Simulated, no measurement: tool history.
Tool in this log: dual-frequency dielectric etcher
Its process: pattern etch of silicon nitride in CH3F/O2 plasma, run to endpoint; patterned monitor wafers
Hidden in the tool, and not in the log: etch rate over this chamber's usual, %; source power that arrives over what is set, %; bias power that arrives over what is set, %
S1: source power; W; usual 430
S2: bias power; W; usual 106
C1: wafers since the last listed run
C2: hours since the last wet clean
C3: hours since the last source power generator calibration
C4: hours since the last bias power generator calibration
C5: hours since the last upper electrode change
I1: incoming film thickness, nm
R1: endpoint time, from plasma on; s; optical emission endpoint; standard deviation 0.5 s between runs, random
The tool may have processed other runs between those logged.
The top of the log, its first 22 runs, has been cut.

{"day": 27.575, "done": "source power generator calibrated"}
{"run": 23, "day": 27.983, "S1": 500, "S2": 86, "C1": 185, "C2": 254.8, "C3": 9.8, "C4": 164.6, "C5": 419.1, "I1": 75.6, "R1": 66.8}
{"run": 24, "day": 29.471, "S1": 340, "S2": 95, "C1": 345, "C2": 290.5, "C3": 45.5, "C4": 200.3, "C5": 454.8, "I1": 74.7, "R1": 73.7}
{"run": 25, "day": 30.367, "S1": 430, "S2": 106, "C1": 208, "C2": 312.0, "C3": 67.0, "C4": 221.8, "C5": 476.3, "I1": 74.8, "R1": 65.9}
{"run": 26, "day": 31.346, "S1": 430, "S2": 126, "C1": 227, "C2": 335.5, "C3": 90.5, "C4": 245.3, "C5": 499.8, "I1": 74.6, "R1": 61.8}
{"run": 27, "day": 32.05, "S1": 430, "S2": 120, "C1": 163, "C2": 352.4, "C3": 107.4, "C4": 262.2, "C5": 516.7, "I1": 74.4, "R1": 61.8}
{"day": 33.85, "done": "wet clean of the chamber"}
{"run": 28, "day": 34.083, "S1": 400, "S2": 106, "C1": 240, "C2": 5.6, "C3": 156.2, "C4": 311.0, "C5": 565.5, "I1": 73.7, "R1": 69.1}
{"run": 29, "day": 35.217, "S1": 360, "S2": 98, "C1": 263, "C2": 32.8, "C3": 183.4, "C4": 338.2, "C5": 592.7, "I1": 74.1, "R1": 73.7}
{"run": 30, "day": 39.229, "S1": 430, "S2": 106, "C1": 932, "C2": 129.1, "C3": 279.7, "C4": 434.5, "C5": 689.0, "I1": 74.6, "R1": 67.0}
{"run": 31, "day": 40.442, "S1": 500, "S2": 106, "C1": 281, "C2": 158.2, "C3": 308.8, "C4": 463.6, "C5": 718.1, "I1": 75.2, "R1": 63.4}
{"run": 32, "day": 41.562, "S1": 350, "S2": 90, "C1": 260, "C2": 185.1, "C3": 335.7, "C4": 490.5, "C5": 745.0, "I1": 75.4, "R1": 76.7}
{"run": 33, "day": 42.975, "S1": 320, "S2": 93, "C1": 328, "C2": 219.0, "C3": 369.6, "C4": 524.4, "C5": 778.9, "I1": 75.2, "R1": 76.9}
{"run": 34, "day": 44.308, "S1": 320, "S2": 130, "C1": 309, "C2": 251.0, "C3": 401.6, "C4": 556.4, "C5": 810.9, "I1": 75.2, "R1": 69.2}

Below are 5 alternative next runs, each starting from the tool's condition after run 34. Predict each:
{"run": "A", "day": 44.329, "S1": 330, "S2": 106, "C1": 4, "C2": 251.5, "C3": 402.1, "C4": 556.9, "C5": 811.4, "I1": 74.4, "R1": "?"}
{"run": "B", "day": 44.329, "S1": 520, "S2": 98, "C1": 4, "C2": 251.5, "C3": 402.1, "C4": 556.9, "C5": 811.4, "I1": 74.4, "R1": "?"}
{"run": "C", "day": 44.329, "S1": 460, "S2": 106, "C1": 4, "C2": 251.5, "C3": 402.1, "C4": 556.9, "C5": 811.4, "I1": 74.4, "R1": "?"}
{"run": "D", "day": 44.329, "S1": 400, "S2": 119, "C1": 4, "C2": 251.5, "C3": 402.1, "C4": 556.9, "C5": 811.4, "I1": 74.4, "R1": "?"}
{"run": "E", "day": 44.329, "S1": 470, "S2": 82, "C1": 4, "C2": 251.5, "C3": 402.1, "C4": 556.9, "C5": 811.4, "I1": 74.4, "R1": "?"}

run=A R1=72.2
run=B R1=62.3
run=C R1=63.7
run=D R1=64.6
run=E R1=68.5
What these runs would have given with no unlogged condition in the tool:
run=A R1=74.8
run=B R1=64.6
run=C R1=65.9
run=D R1=66.9
run=E R1=70.9
